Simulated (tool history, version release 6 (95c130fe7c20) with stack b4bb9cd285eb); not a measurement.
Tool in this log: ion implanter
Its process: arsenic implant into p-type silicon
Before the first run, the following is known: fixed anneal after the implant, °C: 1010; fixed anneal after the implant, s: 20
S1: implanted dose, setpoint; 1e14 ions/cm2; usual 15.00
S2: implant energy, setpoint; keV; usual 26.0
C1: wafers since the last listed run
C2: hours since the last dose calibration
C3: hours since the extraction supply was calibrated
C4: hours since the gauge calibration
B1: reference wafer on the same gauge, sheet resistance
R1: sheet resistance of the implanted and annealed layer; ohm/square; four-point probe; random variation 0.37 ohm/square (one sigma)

| run | hour | S1 | S2 | C1 | C2 | C3 | C4 | B1 | R1 |
|---|---|---|---|---|---|---|---|---|---|
| 1 | 0.0 | 15.00 | 26.0 | 0 | 1058.6 | 2126.4 | 2257.1 | 105.59 | 105.98 |
| 2 | 64.0 | 17.24 | 22.0 | 2085 | 1122.6 | 2190.4 | 2321.1 | 105.50 | 107.68 |
| 3 | 126.7 | 17.24 | 22.0 | 2043 | 1185.3 | 2253.1 | 2383.8 | 105.63 | 108.21 |
|  | 153.2 | Faraday cup replaced and dose calibrated |
| 4 | 191.2 | 17.24 | 22.0 | 1841 | 38.0 | 2317.6 | 2448.3 | 105.75 | 107.06 |
|  | 194.8 | gauge calibrated |
| 5 | 216.7 | 12.57 | 22.0 | 831 | 63.5 | 2343.1 | 21.9 | 102.19 | 116.25 |
| 6 | 282.4 | 12.57 | 22.0 | 2141 | 129.2 | 2408.8 | 87.6 | 102.73 | 116.37 |
| 7 | 319.5 | 15.00 | 26.0 | 1209 | 166.3 | 2445.9 | 124.7 | 102.84 | 104.02 |
| 8 | 374.9 | 15.00 | 26.0 | 1805 | 221.7 | 2501.3 | 180.1 | 103.04 | 103.85 |
| 9 | 419.0 | 15.00 | 26.0 | 1437 | 265.8 | 2545.4 | 224.2 | 103.26 | 103.45 |
| 10 | 463.1 | 15.00 | 26.0 | 1437 | 309.9 | 2589.5 | 268.3 | 103.27 | 104.16 |
| 11 | 529.1 | 15.00 | 26.0 | 2150 | 375.9 | 2655.5 | 334.3 | 103.72 | 103.99 |
| 12 | 596.3 | 13.25 | 26.0 | 2189 | 443.1 | 2722.7 | 401.5 | 104.01 | 109.84 |
| 13 | 665.0 | 15.00 | 28.5 | 2238 | 511.8 | 2791.4 | 470.2 | 104.05 | 101.79 |
| 14 | 714.5 | 15.00 | 26.0 | 1613 | 561.3 | 2840.9 | 519.7 | 104.10 | 105.50 |
| 15 | 752.7 | 15.00 | 26.0 | 1244 | 599.5 | 2879.1 | 557.9 | 104.23 | 105.24 |
| 16 | 797.3 | 18.75 | 26.0 | 1453 | 644.1 | 2923.7 | 602.5 | 104.32 | 99.23 |
| 17 | 850.8 | 12.05 | 22.0 | 1743 | 697.6 | 2977.2 | 656.0 | 104.66 | 120.23 |
| 18 | 916.8 | 16.98 | 30.5 | 2150 | 763.6 | 3043.2 | 722.0 | 104.74 | 95.94 |
|  | 942.4 | extraction supply calibrated |
| 19 | 944.6 | 17.24 | 22.0 | 645 | 791.4 | 2.2 | 749.8 | 104.66 | 105.99 |

Estimate the outcome of run 20 from the log above:
| 20 | 969.0 | 12.24 | 20.0 | 795 | 815.8 | 26.6 | 774.2 | ? | ? |

{"run 20": {"B1": 104.69, "R1": 123.22}}
Without the tool's hidden state the same run would have given R1 120.00 ohm/square.
